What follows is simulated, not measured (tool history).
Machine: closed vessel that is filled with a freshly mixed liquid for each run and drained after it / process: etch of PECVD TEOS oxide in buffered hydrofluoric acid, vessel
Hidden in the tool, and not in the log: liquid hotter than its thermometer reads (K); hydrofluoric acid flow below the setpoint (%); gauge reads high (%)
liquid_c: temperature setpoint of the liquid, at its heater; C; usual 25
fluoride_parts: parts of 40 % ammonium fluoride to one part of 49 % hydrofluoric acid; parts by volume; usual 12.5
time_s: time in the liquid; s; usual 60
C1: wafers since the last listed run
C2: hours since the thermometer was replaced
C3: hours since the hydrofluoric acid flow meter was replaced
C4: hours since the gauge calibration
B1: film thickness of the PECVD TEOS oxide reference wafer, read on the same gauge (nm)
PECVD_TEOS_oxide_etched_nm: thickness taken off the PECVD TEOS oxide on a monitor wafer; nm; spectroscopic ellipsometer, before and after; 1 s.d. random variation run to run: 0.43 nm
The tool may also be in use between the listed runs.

Run 1, hour 0: usual settings but fluoride_parts 15 parts by volume; C1 0; C2 2200.9; C3 765.6; C4 1000; B1 83.18. Result: PECVD_TEOS_oxide_etched_nm 92.86 nm.
At hour 14.3: thermometer replaced.
Run 2, hour 18.1: usual settings but fluoride_parts 15 parts by volume; C1 1699; C2 3.8; C3 783.7; C4 1018.1; B1 83.15. Result: PECVD_TEOS_oxide_etched_nm 92.41 nm.
Run 3, hour 41.6: usual settings but liquid_c 23 C, fluoride_parts 15 parts by volume; C1 2335; C2 27.3; C3 807.2; C4 1041.6; B1 83.17. Result: PECVD_TEOS_oxide_etched_nm 83.48 nm.
Run 4, hour 67.7: usual settings but liquid_c 23 C, fluoride_parts 15 parts by volume; C1 2593; C2 53.4; C3 833.3; C4 1067.7; B1 83.2. Result: PECVD_TEOS_oxide_etched_nm 83.02 nm.
At hour 70.3: gauge calibrated.
Run 5, hour 80.5: usual settings but liquid_c 23 C, fluoride_parts 15 parts by volume; C1 1271; C2 66.2; C3 846.1; C4 10.2; B1 80.09. Result: PECVD_TEOS_oxide_etched_nm 80.81 nm.
Run 6, hour 106: usual settings but fluoride_parts 11.5 parts by volume, time_s 35 s; C1 2533; C2 91.7; C3 871.6; C4 35.7; B1 80.35. Result: PECVD_TEOS_oxide_etched_nm 67.79 nm.
Run 7, hour 126.1: usual settings but time_s 80 s; C1 1997; C2 111.8; C3 891.7; C4 55.8; B1 80.54. Result: PECVD_TEOS_oxide_etched_nm 143.07 nm.
Run 8, hour 157.8: usual settings; C1 3149; C2 143.5; C3 923.4; C4 87.5; B1 80.8. Result: PECVD_TEOS_oxide_etched_nm 107.12 nm.
Run 9, hour 178.1: usual settings but liquid_c 28.5 C; C1 2017; C2 163.8; C3 943.7; C4 107.8; B1 80.92. Result: PECVD_TEOS_oxide_etched_nm 130.25 nm.
Run 10, hour 196.5: usual settings; C1 1828; C2 182.2; C3 962.1; C4 126.2; B1 81.06. Result: PECVD_TEOS_oxide_etched_nm 108.46 nm.
Run 11, hour 225.6: usual settings but time_s 70 s; C1 2891; C2 211.3; C3 991.2; C4 155.3; B1 81.27. Result: PECVD_TEOS_oxide_etched_nm 126.43 nm.
Run 12, hour 245.9: usual settings but liquid_c 22.5 C, fluoride_parts 10.5 parts by volume, time_s 80 s; C1 2017; C2 231.6; C3 1011.5; C4 175.6; B1 81.37. Result: PECVD_TEOS_oxide_etched_nm 149.95 nm.
Run 13, hour 262.3: usual settings; C1 1629; C2 248; C3 1027.9; C4 192; B1 81.5. Result: PECVD_TEOS_oxide_etched_nm 108.9 nm.
At hour 287.9: hydrofluoric acid flow meter replaced.
Run 14, hour 297.7: usual settings but liquid_c 29.5 C, time_s 45 s; C1 3418; C2 283.4; C3 9.8; C4 227.4; B1 81.68. Result: PECVD_TEOS_oxide_etched_nm 103.83 nm.
Run 15, hour 316: usual settings but liquid_c 30 C, fluoride_parts 15 parts by volume; C1 1818; C2 301.7; C3 28.1; C4 245.7; B1 81.77. Result: PECVD_TEOS_oxide_etched_nm 119.17 nm.
Run 16, hour 330.8: usual settings but liquid_c 29 C, time_s 90 s; C1 1470; C2 316.5; C3 42.9; C4 260.5; B1 81.85. Result: PECVD_TEOS_oxide_etched_nm 202.47 nm.
Run 17, hour 359.2: usual settings but liquid_c 27.5 C, time_s 30 s; C1 2822; C2 344.9; C3 71.3; C4 288.9; B1 81.95. Result: PECVD_TEOS_oxide_etched_nm 62.73 nm.
Run 18, hour 393.5: usual settings but fluoride_parts 14.5 parts by volume, time_s 90 s; C1 3408; C2 379.2; C3 105.6; C4 323.2; B1 82.15. Result: PECVD_TEOS_oxide_etched_nm 141.38 nm.
Run 19, hour 425.8: usual settings but liquid_c 27.5 C, time_s 30 s; C1 3209; C2 411.5; C3 137.9; C4 355.5; B1 82.25. Result: PECVD_TEOS_oxide_etched_nm 62.87 nm.
Run 20, hour 451.8: usual settings but liquid_c 28.5 C, fluoride_parts 7.5 parts by volume, time_s 75 s; C1 2583; C2 437.5; C3 163.9; C4 381.5; B1 82.34. Result: PECVD_TEOS_oxide_etched_nm 268.23 nm.
Run 21, hour 480.3: usual settings but liquid_c 26.5 C; C1 2832; C2 466; C3 192.4; C4 410; B1 82.42. Result: PECVD_TEOS_oxide_etched_nm 119.65 nm.
Run 22, hour 542.7: usual settings but fluoride_parts 17 parts by volume, time_s 80 s; C1 6200; C2 528.4; C3 254.8; C4 472.4; B1 82.59. Result: PECVD_TEOS_oxide_etched_nm 109.02 nm.
Run 23, hour 571: usual settings but liquid_c 20.5 C, time_s 75 s; C1 2812; C2 556.7; C3 283.1; C4 500.7; B1 82.67. Result: PECVD_TEOS_oxide_etched_nm 108.2 nm.
Run 24, hour 601.4: usual settings; C1 3020; C2 587.1; C3 313.5; C4 531.1; B1 82.76. Result: PECVD_TEOS_oxide_etched_nm 110.91 nm.
Run 25, hour 669.2: usual settings but fluoride_parts 8 parts by volume; C1 6737; C2 654.9; C3 381.3; C4 598.9; B1 82.88. Result: PECVD_TEOS_oxide_etched_nm 166.59 nm.
Run 26, hour 684.6: usual settings but liquid_c 20 C, fluoride_parts 14 parts by volume; C1 1530; C2 670.3; C3 396.7; C4 614.3; B1 82.9. Result: PECVD_TEOS_oxide_etched_nm 75.54 nm.
Run 27, hour 709.2: usual settings; C1 2444; C2 694.9; C3 421.3; C4 638.9; B1 82.98. Result: PECVD_TEOS_oxide_etched_nm 110.66 nm.
Run 28, hour 721.3: usual settings but fluoride_parts 9 parts by volume; C1 1202; C2 707; C3 433.4; C4 651; B1 82.98. Result: PECVD_TEOS_oxide_etched_nm 147.56 nm.
Run 29, hour 741.2: usual settings but liquid_c 29.5 C; C1 1977; C2 726.9; C3 453.3; C4 670.9; B1 83.03. Result: PECVD_TEOS_oxide_etched_nm 140.99 nm.
Run 30, hour 767.3: usual settings but liquid_c 22 C, time_s 35 s; C1 2593; C2 753; C3 479.4; C4 697; B1 83.04. Result: PECVD_TEOS_oxide_etched_nm 54.86 nm.
Run 31, hour 841.1: usual settings but liquid_c 28.5 C, fluoride_parts 14 parts by volume, time_s 30 s; C1 7333; C2 826.8; C3 553.2; C4 770.8; B1 83.16. Result: PECVD_TEOS_oxide_etched_nm 60.03 nm.
Run 32, hour 857.9: usual settings but liquid_c 22 C, fluoride_parts 17 parts by volume; C1 1669; C2 843.6; C3 570; C4 787.6; B1 83.19. Result: PECVD_TEOS_oxide_etched_nm 69.82 nm.

Difference, measured minus no-hidden-state, one row per run. Run-to-run variation is common to both terms; the gauge's own scatter need not be:
run  PECVD_TEOS_oxide_etched_nm
  1                       +3.52
  2                       +3.51
  3                       +3.18
  4                       +3.18
  5                       +0.12
  6                        +0.3
  7                       +0.94
  8                       +1.04
  9                       +1.51
 10                       +1.43
 11                       +1.97
 12                       +2.56
 13                       +1.98
 14                       +2.14
 15                       +2.58
 16                       +4.57
 17                       +1.51
 18                       +3.65
 19                       +1.71
 20                       +7.61
 21                       +3.52
 22                       +3.44
 23                       +3.51
 24                       +3.68
 25                       +5.81
 26                       +2.66
 27                       +3.95
 28                       +5.31
 29                       +5.12
 30                       +2.01
 31                       +2.27
 32                       +2.66

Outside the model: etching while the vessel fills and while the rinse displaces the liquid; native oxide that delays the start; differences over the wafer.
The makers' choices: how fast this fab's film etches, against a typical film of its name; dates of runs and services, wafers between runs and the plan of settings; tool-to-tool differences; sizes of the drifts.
